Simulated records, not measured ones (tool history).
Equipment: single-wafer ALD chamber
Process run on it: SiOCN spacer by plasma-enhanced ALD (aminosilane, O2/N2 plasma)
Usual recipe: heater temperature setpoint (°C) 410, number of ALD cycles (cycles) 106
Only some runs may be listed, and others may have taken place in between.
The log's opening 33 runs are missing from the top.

run	hour	heater temperature setpoint (°C)	number of ALD cycles (cycles)	wafers since the last listed run	hours since the last thermocouple change	hours since the gauge calibration	read-back reference wafer on the same gauge, thickness_nm	mean film thickness on the monitor wafer (nm)
34	2009.2	403	126	129	1027.0	731.8	7.676	8.327
35	2033.4	410	116	58	1051.2	756.0	7.678	7.507
36	2103.2	410	99	168	1121.0	825.8	7.673	6.395
37	2164.9	418	88	149	1182.7	887.5	7.677	5.578
38	2204.9	410	116	96	1222.7	927.5	7.668	7.500
39	2273.2	410	116	165	1291.0	995.8	7.666	7.530
40	2309.3	419	106	87	1327.1	1031.9	7.668	6.679
41	2343.3	420	106	82	1361.1	1065.9	7.662	6.693
42	2385.6	416	89	102	1403.4	1108.2	7.667	5.649

Here are 3 independent what-if runs from the current tool condition. What would each one return?
A	2386.2	410	85	1	1404.0	1108.8	?	?
B	2386.2	395	92	1	1404.0	1108.8	?	?
C	2386.2	423	124	1	1404.0	1108.8	?	?

run	read-back reference wafer on the same gauge, thickness_nm	mean film thickness on the monitor wafer (nm)
A	7.669	5.483
B	7.669	6.118
C	7.669	7.704
Take away the tool's hidden state, keep each run's random variation, and the runs would have read:
run	mean film thickness on the monitor wafer (nm)
A	5.545
B	6.187
C	7.790
